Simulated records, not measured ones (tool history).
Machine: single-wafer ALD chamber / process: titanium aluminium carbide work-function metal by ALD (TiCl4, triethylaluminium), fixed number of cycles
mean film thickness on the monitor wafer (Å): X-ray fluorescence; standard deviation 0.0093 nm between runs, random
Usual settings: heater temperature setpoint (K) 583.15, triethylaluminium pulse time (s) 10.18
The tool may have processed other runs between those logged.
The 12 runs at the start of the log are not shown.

run    hour  heater temperature setpoint (K)  triethylaluminium pulse time (s)  wafers since the last listed run  hours since the last thermocouple change  hours since the last triethylaluminium bottle change  hours since the showerhead was replaced  hours since the gauge calibration  read-back reference wafer on the same gauge, thickness_nm  mean film thickness on the monitor wafer (Å)
 13   811.8                           583.15                             10.18                               470                                     719.5                                                 999.9                                   6826.2                             1325.4                                                      1.698                                         20.11
 14   882.1                           583.15                             10.18                               563                                     789.8                                                1070.2                                   6896.5                             1395.7                                                      1.699                                         19.97
 15   962.5                           583.15                             10.18                               644                                     870.2                                                1150.6                                   6976.9                             1476.1                                                      1.700                                         19.76
      971.5  -- thermocouple changed; heater temperature recalibrated
     1006.3  -- showerhead replaced
 16  1011.6                           583.15                              7.13                               265                                      40.1                                                1199.7                                      5.3                             1525.2                                                      1.698                                         18.46
 17  1102.5                           590.15                             12.11                               728                                     131.0                                                1290.6                                     96.2                             1616.1                                                      1.697                                         21.38
 18  1147.2                           572.15                             14.11                               358                                     175.7                                                1335.3                                    140.9                             1660.8                                                      1.700                                         20.12
 19  1230.2                           572.15                             10.18                               665                                     258.7                                                1418.3                                    223.9                             1743.8                                                      1.699                                         19.35
 20  1290.4                           583.15                             10.18                               482                                     318.9                                                1478.5                                    284.1                             1804.0                                                      1.697                                         20.07
 21  1361.2                           583.15                             10.18                               567                                     389.7                                                1549.3                                    354.9                             1874.8                                                      1.699                                         20.07
 22  1399.0                           569.15                             12.53                               303                                     427.5                                                1587.1                                    392.7                             1912.6                                                      1.698                                         19.55
     1447.7  -- gauge calibrated
 23  1500.7                           583.15                             10.18                               815                                     529.2                                                1688.8                                    494.4                               53.0                                                      1.698                                         19.82
 24  1577.8                           593.15                             12.78                               618                                     606.3                                                1765.9                                    571.5                              130.1                                                      1.701                                         21.37
 25  1669.9                           583.15                              8.92                               738                                     698.4                                                1858.0                                    663.6                              222.2                                                      1.699                                         19.41
     1704.0  -- triethylaluminium bottle replaced
 26  1739.1                           583.15                              6.13                               490                                     767.6                                                  35.1                                    732.8                              291.4                                                      1.699                                         18.10
 27  1824.6                           595.15                              7.69                               685                                     853.1                                                 120.6                                    818.3                              376.9                                                      1.701                                         20.33
     1832.8  -- thermocouple changed; heater temperature recalibrated
 28  1895.5                           583.15                             10.18                               504                                      62.7                                                 191.5                                    889.2                              447.8                                                      1.699                                         20.62
 29  1984.2                           583.15                             12.70                               711                                     151.4                                                 280.2                                    977.9                              536.5                                                      1.702                                         21.16
 30  2088.4                           593.15                             11.51                               835                                     255.6                                                 384.4                                   1082.1                              640.7                                                      1.697                                         21.48
 31  2170.7                           570.15                              6.40                               659                                     337.9                                                 466.7                                   1164.4                              723.0                                                      1.697                                         17.06

Branching from run 31: 4 alternative next runs. What would each branch give?
  A  2171.1                           594.15                             10.18                                 3                                     338.3                                                 467.1                                   1164.8                              723.4                                                          ?                                             ?
  B  2171.1                           595.15                              6.44                                 3                                     338.3                                                 467.1                                   1164.8                              723.4                                                          ?                                             ?
  C  2171.1                           568.15                             10.18                                 3                                     338.3                                                 467.1                                   1164.8                              723.4                                                          ?                                             ?
  D  2171.1                           588.15                             11.32                                 3                                     338.3                                                 467.1                                   1164.8                              723.4                                                          ?                                             ?

run  read-back reference wafer on the same gauge, thickness_nm  mean film thickness on the monitor wafer (Å)
  A                                                      1.700                                         21.20
  B                                                      1.700                                         18.83
  C                                                      1.700                                         19.23
  D                                                      1.700                                         21.05
Stripped of hidden state, with their random variation kept, the same runs would have yielded:
run  mean film thickness on the monitor wafer (Å)
  A                                         21.76
  B                                         19.81
  C                                         19.76
  D                                         21.53

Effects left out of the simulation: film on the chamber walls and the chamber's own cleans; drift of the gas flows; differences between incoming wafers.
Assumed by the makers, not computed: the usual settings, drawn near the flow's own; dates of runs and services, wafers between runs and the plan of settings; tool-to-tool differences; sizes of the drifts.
